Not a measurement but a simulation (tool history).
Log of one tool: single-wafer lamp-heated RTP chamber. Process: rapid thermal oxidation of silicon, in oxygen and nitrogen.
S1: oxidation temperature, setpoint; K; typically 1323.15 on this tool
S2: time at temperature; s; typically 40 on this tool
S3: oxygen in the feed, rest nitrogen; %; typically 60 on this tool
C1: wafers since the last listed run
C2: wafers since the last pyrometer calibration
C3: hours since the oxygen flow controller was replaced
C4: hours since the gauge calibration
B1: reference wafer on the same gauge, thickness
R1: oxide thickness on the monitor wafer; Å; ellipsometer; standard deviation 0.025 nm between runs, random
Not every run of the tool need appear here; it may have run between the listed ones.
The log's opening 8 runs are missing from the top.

run	hour	S1	S2	S3	C1	C2	C3	C4	B1	R1
9	257.4	1323.15	40	60	325	2380	3935.6	863.8	5.003	58.45
10	293.2	1315.15	40	71	526	2906	3971.4	899.6	5.002	59.71
# hour 322: oxygen flow controller replaced
11	322.5	1323.15	40	60	313	3220	0.5	928.9	5.011	59.77
12	348.5	1323.15	40	60	382	3602	26.5	954.9	4.987	59.66
13	375.2	1323.15	40	60	392	3995	53.2	981.6	5.004	60.68
# hour 402.3: pyrometer window cleaned and pyrometer calibrated
14	402.8	1323.15	40	60	288	7	80.8	1009.2	4.997	57.2
15	412.6	1345.15	54	60	144	152	90.6	1019	5.003	76.04
16	444.8	1345.15	54	60	473	625	122.8	1051.2	4.992	76.24
17	468	1345.15	54	60	341	967	146	1074.4	5.006	75.55
18	490	1305.15	40	47	323	1290	168	1096.4	4.997	46.99
19	507.4	1298.15	25	72	256	1547	185.4	1113.8	4.999	42.73
20	531.6	1323.15	40	60	356	1903	209.6	1138	4.994	58.58
21	554	1341.15	40	33	329	2232	232	1160.4	4.999	53.21
22	577.3	1323.15	40	60	342	2575	255.3	1183.7	4.987	58.52
# hour 583: gauge calibrated
23	606.6	1323.15	40	60	431	3006	284.6	23.6	4.999	58.86
24	628.1	1312.15	48	87	316	3323	306.1	45.1	5.003	68.44
25	651.6	1323.15	30	60	345	3668	329.6	68.6	5.001	52.53
26	678	1323.15	48	48	388	4057	356	95	5.006	60.06
27	701.7	1335.15	47	38	348	4406	379.7	118.7	4.995	59.98
# hour 715.1: pyrometer window cleaned and pyrometer calibrated
28	730.6	1348.15	40	60	307	227	408.6	147.6	5.005	67.98

Expected results for the next run?
29	744.5	1342.15	48	79	204	432	422.5	161.5	?	?

{"run 29": {"B1": 5.003, "R1": 78.23}}
If the tool had no hidden condition, the same run with the same run-to-run variation would have returned R1 77.77 Å.

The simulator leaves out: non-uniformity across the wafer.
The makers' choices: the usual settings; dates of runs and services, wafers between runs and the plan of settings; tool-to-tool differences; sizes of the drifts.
